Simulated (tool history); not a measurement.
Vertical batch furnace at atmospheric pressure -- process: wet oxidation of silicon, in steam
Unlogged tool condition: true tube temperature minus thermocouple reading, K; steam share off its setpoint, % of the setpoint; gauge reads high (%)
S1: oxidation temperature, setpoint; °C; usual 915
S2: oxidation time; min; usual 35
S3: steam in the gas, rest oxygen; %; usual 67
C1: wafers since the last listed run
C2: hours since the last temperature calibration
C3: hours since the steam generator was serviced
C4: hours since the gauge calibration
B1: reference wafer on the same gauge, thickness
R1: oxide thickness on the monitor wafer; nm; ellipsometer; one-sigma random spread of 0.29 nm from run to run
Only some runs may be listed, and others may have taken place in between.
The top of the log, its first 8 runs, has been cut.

| run | hour | S1 | S2 | S3 | C1 | C2 | C3 | C4 | B1 | R1 |
|---|---|---|---|---|---|---|---|---|---|---|
| 9 | 492.3 | 915 | 35 | 67 | 849 | 2960.6 | 2543 | 265.4 | 65.14 | 77.94 |
| 10 | 543.1 | 915 | 35 | 67 | 933 | 3011.4 | 2593.8 | 316.2 | 65.17 | 78.29 |
| 11 | 703.1 | 915 | 35 | 67 | 2941 | 3171.4 | 2753.8 | 476.2 | 65.03 | 77.36 |
| 12 | 749.9 | 915 | 35 | 67 | 860 | 3218.2 | 2800.6 | 523 | 65.27 | 77.33 |
| 13 | 798.8 | 908 | 21 | 67 | 898 | 3267.1 | 2849.5 | 571.9 | 65.27 | 47.1 |
| 14 | 849.3 | 905 | 35 | 67 | 928 | 3317.6 | 2900 | 622.4 | 65.24 | 68.75 |
| 15 | 898.8 | 905 | 35 | 67 | 909 | 3367.1 | 2949.5 | 671.9 | 65.31 | 69.04 |
| 16 | 931.5 | 905 | 35 | 67 | 601 | 3399.8 | 2982.2 | 704.6 | 65.21 | 68.65 |
| 17 | 956.3 | 915 | 35 | 67 | 455 | 3424.6 | 3007 | 729.4 | 65.24 | 77.17 |
| 18 | 991.2 | 915 | 35 | 56 | 641 | 3459.5 | 3041.9 | 764.3 | 65.29 | 66.55 |
|  | 1030 | steam generator serviced |
| 19 | 1187 | 915 | 35 | 67 | 3158 | 3655.3 | 157 | 960.1 | 65.21 | 80.01 |
| 20 | 1232.6 | 915 | 35 | 67 | 838 | 3700.9 | 202.6 | 1005.7 | 65.17 | 80.15 |
|  | 1319.8 | thermocouples replaced and temperature profile calibrated |
| 21 | 1320.3 | 915 | 18 | 67 | 1170 | 0.5 | 290.3 | 1093.4 | 65.16 | 46.69 |

For run 22, what comes out?
| 22 | 1331.1 | 903 | 35 | 72 | 198 | 11.3 | 301.1 | 1104.2 | ? | ? |

B1: 65.23
R1: 73.82 nm
On a tool with no hidden condition, and with the same random variation, this run would have come out at R1 74.19 nm.

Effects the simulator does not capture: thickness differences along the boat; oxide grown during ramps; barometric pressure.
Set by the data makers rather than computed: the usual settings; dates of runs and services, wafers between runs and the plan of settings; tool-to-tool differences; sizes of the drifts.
